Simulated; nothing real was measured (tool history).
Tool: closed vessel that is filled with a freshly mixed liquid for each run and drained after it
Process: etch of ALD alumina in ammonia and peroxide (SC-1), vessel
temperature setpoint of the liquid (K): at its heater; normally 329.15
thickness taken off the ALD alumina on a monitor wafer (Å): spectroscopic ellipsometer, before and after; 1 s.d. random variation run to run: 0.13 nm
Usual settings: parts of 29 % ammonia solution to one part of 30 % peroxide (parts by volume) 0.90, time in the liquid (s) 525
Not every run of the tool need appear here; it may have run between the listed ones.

run	day	temperature setpoint of the liquid (K)	parts of 29 % ammonia solution to one part of 30 % peroxide (parts by volume)	time in the liquid (s)	wafers since the last listed run	hours since the thermometer was replaced	hours since the ammonia flow meter was replaced	hours since the drum of ammonia solution was connected	hours since the gauge calibration	read-back film thickness of the ALD alumina reference wafer, read on the same gauge (nm)	thickness taken off the ALD alumina on a monitor wafer (Å)
1	0.000	329.15	0.90	525	0	815.9	1443.4	506.2	528.8	99.97	415.0
# day 1.304: new drum of ammonia solution connected
2	4.462	329.15	0.90	525	10059	923.0	1550.5	75.8	635.9	100.02	418.2
3	6.525	329.15	0.90	525	4693	972.5	1600.0	125.3	685.4	99.98	417.2
# day 6.925: thermometer replaced
4	10.862	329.15	0.90	525	9774	94.5	1704.1	229.4	789.5	99.96	418.6
5	13.442	329.15	0.90	525	5868	156.4	1766.0	291.3	851.4	99.97	415.3
6	17.746	329.15	0.90	525	9793	259.7	1869.3	394.6	954.7	100.04	416.8
7	19.575	329.15	0.90	525	4162	303.6	1913.2	438.5	998.6	100.00	418.6
# day 19.921: new drum of ammonia solution connected
# day 20.512: ammonia flow meter replaced
8	23.271	335.65	1.05	525	8220	392.3	66.2	80.4	1087.3	100.00	589.7
9	27.050	336.15	0.90	525	8599	483.0	156.9	171.1	1178.0	100.02	596.9
10	29.346	324.15	0.90	440	5224	538.1	212.0	226.2	1233.1	99.98	267.1
# day 30.692: gauge calibrated
11	33.079	338.65	0.90	525	8495	627.7	301.6	315.8	57.3	99.98	675.8
12	34.767	332.15	0.90	610	3839	668.2	342.1	356.3	97.8	99.98	566.2
13	37.083	329.15	0.70	525	5271	723.8	397.7	411.9	153.4	100.03	408.7
14	40.100	329.15	0.90	525	6864	796.2	470.1	484.3	225.8	100.02	414.6
# day 41.083: new drum of ammonia solution connected
# day 44.788: thermometer replaced
15	51.442	319.65	0.90	390	25617	159.7	742.3	248.6	498.0	99.97	185.6
16	54.358	329.15	0.90	525	6636	229.7	812.3	318.6	568.0	100.01	414.9
17	56.829	329.15	0.90	525	5622	289.0	871.6	377.9	627.3	100.00	415.1
# day 59.038: new drum of ammonia solution connected
18	60.671	329.15	1.05	525	8646	381.2	963.8	39.2	719.5	99.99	420.6

Across each entry between runs, compare the hidden state at the last listed run before it with the hidden state at the first listed run after it:
Run 1 -> run 2: new drum of ammonia solution connected (day 1.304)
  the hidden state is the same at both runs
Run 3 -> run 4: thermometer replaced (day 6.925)
  the hidden state is the same at both runs
Run 7 -> run 8: new drum of ammonia solution connected (day 19.921); ammonia flow meter replaced (day 20.512)
  the hidden state is the same at both runs
Run 10 -> run 11: gauge calibrated (day 30.692)
  the hidden state is the same at both runs
Run 14 -> run 15: new drum of ammonia solution connected (day 41.083); thermometer replaced (day 44.788)
  the hidden state is the same at both runs
Run 17 -> run 18: new drum of ammonia solution connected (day 59.038)
  the hidden state is the same at both runs

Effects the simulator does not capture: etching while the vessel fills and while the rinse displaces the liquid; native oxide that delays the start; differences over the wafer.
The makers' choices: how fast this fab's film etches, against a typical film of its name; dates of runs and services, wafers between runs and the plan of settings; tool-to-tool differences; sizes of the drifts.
